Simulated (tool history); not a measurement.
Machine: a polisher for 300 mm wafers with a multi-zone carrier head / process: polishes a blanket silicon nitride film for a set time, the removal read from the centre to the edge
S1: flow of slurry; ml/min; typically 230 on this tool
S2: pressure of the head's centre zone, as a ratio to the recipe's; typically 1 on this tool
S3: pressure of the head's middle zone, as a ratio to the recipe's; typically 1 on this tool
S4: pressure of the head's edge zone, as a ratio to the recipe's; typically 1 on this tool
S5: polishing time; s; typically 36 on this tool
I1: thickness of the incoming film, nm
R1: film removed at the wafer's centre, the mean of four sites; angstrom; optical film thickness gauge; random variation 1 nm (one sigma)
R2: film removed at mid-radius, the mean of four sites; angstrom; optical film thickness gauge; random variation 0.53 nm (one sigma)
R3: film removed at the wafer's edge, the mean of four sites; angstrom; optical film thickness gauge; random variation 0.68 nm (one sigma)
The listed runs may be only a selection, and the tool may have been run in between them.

run   hour   S1    S2    S3    S4  S5     I1    R1    R2    R3
  1      0  230  0.92     1  1.05  36  950.4   672   784   785
      12.8  -- slurry nozzle cleaned
  2   32.8  170  0.91  0.93     1  40  922.6   698   760   794
  3   46.7  230     1     1     1  36  922.8   690   747   740
      62.4  -- worn pad replaced by a new one
  4   80.2  230     1     1     1  36  910.4   767   804   806
  5   92.5  230     1  1.06  0.95  36    932   753   848   769
     107.8  -- centre zone pressure recalibrated
  6  119.3  170  1.09     1  0.89  36  930.6   806   760   718
  7  138.5  230     1     1     1  36  920.7   776   791   786
  8  162.6  170  0.91  0.93     1  40  926.4   739   787   833
  9  183.3  230     1     1     1  36  933.1   773   780   765
 10  213.5  195     1     1  1.07  36  924.6   740   745   763
 11  231.2  230     1     1  1.06  45  932.1   920   933   967
 12  254.6  230  1.07  1.11     1  47  935.7   992  1043   947
       258  -- edge zone pressure recalibrated
     262.1  -- worn pad replaced by a new one
 13  267.2  285  1.06  1.05     1  36  931.5   878   879   833
 14  338.7  230     1     1  0.89  43  940.4   965   971   911
 15  370.3  230     1     1     1  29  936.8   642   647   630
 16  397.2  230     1     1     1  36  932.6   783   793   785
 17  418.6  230     1     1     1  47  926.6  1000  1017  1013
 18  452.6  230     1     1     1  36    926   726   750   738
     475.5  -- worn pad replaced by a new one
 19  477.8  275     1     1  0.93  47  926.5  1036  1085  1023
 20  507.8  230     1  1.07     1  36  916.7   777   860   790
 21  537.1  230     1     1     1  32  913.7   689   714   698
 22  549.5  190     1     1     1  36  934.1   735   774   771

Forecast each of these 4 alternatives for the next run:
  A  549.9  230     1  0.93     1  36  934   ?   ?   ?
  B  549.9  230     1   0.9  1.05  36  934   ?   ?   ?
  C  549.9  160  0.96     1  1.09  36  934   ?   ?   ?
  D  549.9  260     1  0.88     1  36  934   ?   ?   ?

run   R1   R2   R3
  A  761  742  783
  B  761  723  802
  C  685  737  780
  D  775  723  793
Without the tool's unlogged condition, the same runs would have read:
run   R1   R2   R3
  A  810  772  815
  B  810  753  835
  C  728  767  811
  D  824  752  825

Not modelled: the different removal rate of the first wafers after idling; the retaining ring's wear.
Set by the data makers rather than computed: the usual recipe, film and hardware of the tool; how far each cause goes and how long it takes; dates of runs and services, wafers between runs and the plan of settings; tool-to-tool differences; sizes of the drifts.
